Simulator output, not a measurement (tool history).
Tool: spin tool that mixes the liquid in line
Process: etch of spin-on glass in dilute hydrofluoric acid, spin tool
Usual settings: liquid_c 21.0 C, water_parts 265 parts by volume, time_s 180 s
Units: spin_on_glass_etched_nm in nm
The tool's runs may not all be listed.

| run | hour | liquid_c | water_parts | time_s | wafers since the last listed run | hours since the thermometer was replaced | hours since the hydrofluoric acid flow meter was replaced | hours since the gauge calibration | read-back film thickness of the spin-on glass reference wafer, read on the same gauge (nm) | spin_on_glass_etched_nm |
|---|---|---|---|---|---|---|---|---|---|---|
| 1 | 0.0 | 23.5 | 265 | 180 | 0 | 350.2 | 897.4 | 1056.1 | 109.97 | 11.78 |
|  | 15.8 | gauge calibrated |
| 2 | 87.2 | 23.5 | 265 | 180 | 459 | 437.4 | 984.6 | 71.4 | 110.05 | 11.86 |
|  | 143.2 | hydrofluoric acid flow meter replaced |
| 3 | 154.9 | 23.5 | 265 | 180 | 351 | 505.1 | 11.7 | 139.1 | 110.01 | 11.95 |
| 4 | 235.4 | 21.0 | 265 | 180 | 424 | 585.6 | 92.2 | 219.6 | 110.01 | 10.87 |
| 5 | 306.0 | 21.0 | 265 | 180 | 371 | 656.2 | 162.8 | 290.2 | 110.00 | 10.99 |
| 6 | 381.4 | 21.0 | 265 | 180 | 397 | 731.6 | 238.2 | 365.6 | 110.01 | 10.78 |
| 7 | 448.0 | 21.0 | 265 | 180 | 350 | 798.2 | 304.8 | 432.2 | 110.00 | 10.81 |
| 8 | 505.5 | 21.0 | 265 | 180 | 302 | 855.7 | 362.3 | 489.7 | 109.98 | 10.90 |
| 9 | 589.6 | 21.0 | 265 | 180 | 443 | 939.8 | 446.4 | 573.8 | 109.98 | 10.99 |
| 10 | 677.0 | 21.0 | 265 | 180 | 460 | 1027.2 | 533.8 | 661.2 | 110.00 | 10.91 |
|  | 767.5 | thermometer replaced |
| 11 | 784.7 | 21.0 | 265 | 70 | 562 | 17.2 | 641.5 | 768.9 | 110.01 | 4.22 |
| 12 | 889.7 | 21.0 | 265 | 180 | 553 | 122.2 | 746.5 | 873.9 | 109.98 | 10.85 |
|  | 942.0 | hydrofluoric acid flow meter replaced |
| 13 | 956.7 | 21.0 | 265 | 260 | 347 | 189.2 | 14.7 | 940.9 | 110.02 | 15.89 |
| 14 | 1055.8 | 21.0 | 265 | 180 | 522 | 288.3 | 113.8 | 1040.0 | 110.01 | 10.83 |
|  | 1075.9 | gauge calibrated |
| 15 | 1144.9 | 21.0 | 180 | 125 | 469 | 377.4 | 202.9 | 69.0 | 110.00 | 11.95 |
| 16 | 1367.5 | 25.0 | 265 | 230 | 1172 | 600.0 | 425.5 | 291.6 | 109.98 | 16.09 |
| 17 | 1442.2 | 17.5 | 365 | 265 | 393 | 674.7 | 500.2 | 366.3 | 110.00 | 9.33 |
| 18 | 1507.3 | 21.0 | 165 | 110 | 342 | 739.8 | 565.3 | 431.4 | 110.00 | 11.92 |
| 19 | 1553.2 | 21.0 | 265 | 180 | 241 | 785.7 | 611.2 | 477.3 | 110.00 | 10.85 |
| 20 | 1606.4 | 21.0 | 265 | 145 | 280 | 838.9 | 664.4 | 530.5 | 109.99 | 8.72 |

Hidden state at the last listed run before each entry between runs and at the first one after, where it differs:
Between runs 1 and 2: gauge calibrated (hour 15.8)
  no hidden state differs between the two runs
Between runs 2 and 3: hydrofluoric acid flow meter replaced (hour 143.2)
  no hidden state differs between the two runs
Between runs 10 and 11: thermometer replaced (hour 767.5)
  no hidden state differs between the two runs
Between runs 12 and 13: hydrofluoric acid flow meter replaced (hour 942.0)
  no hidden state differs between the two runs
Between runs 14 and 15: gauge calibrated (hour 1075.9)
  no hidden state differs between the two runs
